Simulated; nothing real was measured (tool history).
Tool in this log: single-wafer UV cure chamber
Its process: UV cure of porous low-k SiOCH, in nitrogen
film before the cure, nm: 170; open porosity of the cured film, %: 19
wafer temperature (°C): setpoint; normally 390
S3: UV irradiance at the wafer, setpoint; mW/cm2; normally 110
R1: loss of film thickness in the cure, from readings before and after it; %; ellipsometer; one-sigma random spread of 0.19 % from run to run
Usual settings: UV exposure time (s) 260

run 1 day=0.000 | wafer_temperature_(°C)=390 UV_exposure_time_(s)=260 S3=110 | R1=12.335
run 2 day=0.858 | wafer_temperature_(°C)=390 UV_exposure_time_(s)=260 S3=110 | R1=12.630
run 3 day=2.096 | wafer_temperature_(°C)=390 UV_exposure_time_(s)=260 S3=110 | R1=12.100
run 4 day=2.712 | wafer_temperature_(°C)=390 UV_exposure_time_(s)=260 S3=110 | R1=12.134
-- day=3.050 quartz window cleaned
run 5 day=4.171 | wafer_temperature_(°C)=390 UV_exposure_time_(s)=260 S3=90 | R1=12.291
run 6 day=5.504 | wafer_temperature_(°C)=390 UV_exposure_time_(s)=260 S3=110 | R1=12.882
run 7 day=6.817 | wafer_temperature_(°C)=390 UV_exposure_time_(s)=260 S3=91 | R1=12.238
run 8 day=8.029 | wafer_temperature_(°C)=390 UV_exposure_time_(s)=260 S3=110 | R1=13.095
run 9 day=9.092 | wafer_temperature_(°C)=390 UV_exposure_time_(s)=260 S3=110 | R1=13.068
run 10 day=10.746 | wafer_temperature_(°C)=390 UV_exposure_time_(s)=260 S3=110 | R1=12.830
run 11 day=11.754 | wafer_temperature_(°C)=390 UV_exposure_time_(s)=260 S3=110 | R1=12.979
run 12 day=12.404 | wafer_temperature_(°C)=390 UV_exposure_time_(s)=260 S3=110 | R1=12.861
run 13 day=12.942 | wafer_temperature_(°C)=390 UV_exposure_time_(s)=260 S3=110 | R1=13.135
run 14 day=13.958 | wafer_temperature_(°C)=403 UV_exposure_time_(s)=260 S3=122 | R1=13.407
run 15 day=14.475 | wafer_temperature_(°C)=403 UV_exposure_time_(s)=260 S3=122 | R1=13.681
run 16 day=15.033 | wafer_temperature_(°C)=390 UV_exposure_time_(s)=260 S3=110 | R1=12.288
run 17 day=17.012 | wafer_temperature_(°C)=390 UV_exposure_time_(s)=260 S3=110 | R1=12.566
-- day=17.629 quartz window cleaned
run 18 day=17.779 | wafer_temperature_(°C)=390 UV_exposure_time_(s)=260 S3=110 | R1=12.946
-- day=19.296 UV bulbs replaced
run 19 day=19.317 | wafer_temperature_(°C)=390 UV_exposure_time_(s)=260 S3=110 | R1=13.218
run 20 day=19.812 | wafer_temperature_(°C)=381 UV_exposure_time_(s)=345 S3=110 | R1=14.243
run 21 day=20.329 | wafer_temperature_(°C)=381 UV_exposure_time_(s)=345 S3=110 | R1=14.529
run 22 day=20.846 | wafer_temperature_(°C)=381 UV_exposure_time_(s)=345 S3=110 | R1=14.522
run 23 day=21.362 | wafer_temperature_(°C)=375 UV_exposure_time_(s)=260 S3=110 | R1=12.856
run 24 day=22.375 | wafer_temperature_(°C)=375 UV_exposure_time_(s)=260 S3=110 | R1=12.554
run 25 day=23.225 | wafer_temperature_(°C)=390 UV_exposure_time_(s)=260 S3=110 | R1=13.319
run 26 day=24.142 | wafer_temperature_(°C)=390 UV_exposure_time_(s)=260 S3=110 | R1=13.084
run 27 day=25.579 | wafer_temperature_(°C)=407 UV_exposure_time_(s)=260 S3=110 | R1=13.168
run 28 day=26.433 | wafer_temperature_(°C)=390 UV_exposure_time_(s)=260 S3=110 | R1=13.098
run 29 day=27.883 | wafer_temperature_(°C)=381 UV_exposure_time_(s)=345 S3=110 | R1=14.150
run 30 day=28.604 | wafer_temperature_(°C)=381 UV_exposure_time_(s)=260 S3=139 | R1=13.770
run 31 day=29.246 | wafer_temperature_(°C)=370 UV_exposure_time_(s)=300 S3=88 | R1=12.288
run 32 day=30.433 | wafer_temperature_(°C)=390 UV_exposure_time_(s)=185 S3=110 | R1=10.971
run 33 day=31.008 | wafer_temperature_(°C)=390 UV_exposure_time_(s)=260 S3=110 | R1=12.117
run 34 day=32.383 | wafer_temperature_(°C)=390 UV_exposure_time_(s)=105 S3=98 | R1=7.784
-- day=32.971 quartz window cleaned
run 35 day=33.671 | wafer_temperature_(°C)=390 UV_exposure_time_(s)=415 S3=85 | R1=14.092
run 36 day=34.196 | wafer_temperature_(°C)=390 UV_exposure_time_(s)=260 S3=110 | R1=13.476
run 37 day=34.808 | wafer_temperature_(°C)=390 UV_exposure_time_(s)=260 S3=110 | R1=13.081
run 38 day=35.342 | wafer_temperature_(°C)=381 UV_exposure_time_(s)=330 S3=73 | R1=12.398
run 39 day=36.221 | wafer_temperature_(°C)=390 UV_exposure_time_(s)=260 S3=73 | R1=11.414
run 40 day=37.408 | wafer_temperature_(°C)=384 UV_exposure_time_(s)=260 S3=110 | R1=12.887
run 41 day=38.862 | wafer_temperature_(°C)=390 UV_exposure_time_(s)=260 S3=110 | R1=13.305
run 42 day=41.967 | wafer_temperature_(°C)=390 UV_exposure_time_(s)=260 S3=110 | R1=12.631
run 43 day=42.996 | wafer_temperature_(°C)=399 UV_exposure_time_(s)=260 S3=133 | R1=13.525
run 44 day=43.692 | wafer_temperature_(°C)=390 UV_exposure_time_(s)=135 S3=75 | R1=8.144
run 45 day=44.233 | wafer_temperature_(°C)=390 UV_exposure_time_(s)=355 S3=94 | R1=13.326
run 46 day=45.683 | wafer_temperature_(°C)=373 UV_exposure_time_(s)=220 S3=99 | R1=10.770
-- day=46.104 quartz window cleaned
run 47 day=46.696 | wafer_temperature_(°C)=390 UV_exposure_time_(s)=415 S3=88 | R1=14.644
run 48 day=47.596 | wafer_temperature_(°C)=390 UV_exposure_time_(s)=260 S3=110 | R1=13.414
run 49 day=48.821 | wafer_temperature_(°C)=390 UV_exposure_time_(s)=345 S3=85 | R1=13.312

Alternative continuations, all from the tool just after run 49; predict every row:
run A day=48.842 | wafer_temperature_(°C)=390 UV_exposure_time_(s)=110 S3=110 | R1=?
run B day=48.842 | wafer_temperature_(°C)=390 UV_exposure_time_(s)=360 S3=76 | R1=?
run C day=48.842 | wafer_temperature_(°C)=400 UV_exposure_time_(s)=260 S3=139 | R1=?
run D day=48.842 | wafer_temperature_(°C)=390 UV_exposure_time_(s)=260 S3=71 | R1=?
run E day=48.842 | wafer_temperature_(°C)=409 UV_exposure_time_(s)=170 S3=110 | R1=?

run=A R1=9.377
run=B R1=13.093
run=C R1=14.625
run=D R1=11.255
run=E R1=11.650
Without the tool's unlogged condition, the same runs would have read:
run=A R1=9.438
run=B R1=13.160
run=C R1=14.694
run=D R1=11.320
run=E R1=11.715

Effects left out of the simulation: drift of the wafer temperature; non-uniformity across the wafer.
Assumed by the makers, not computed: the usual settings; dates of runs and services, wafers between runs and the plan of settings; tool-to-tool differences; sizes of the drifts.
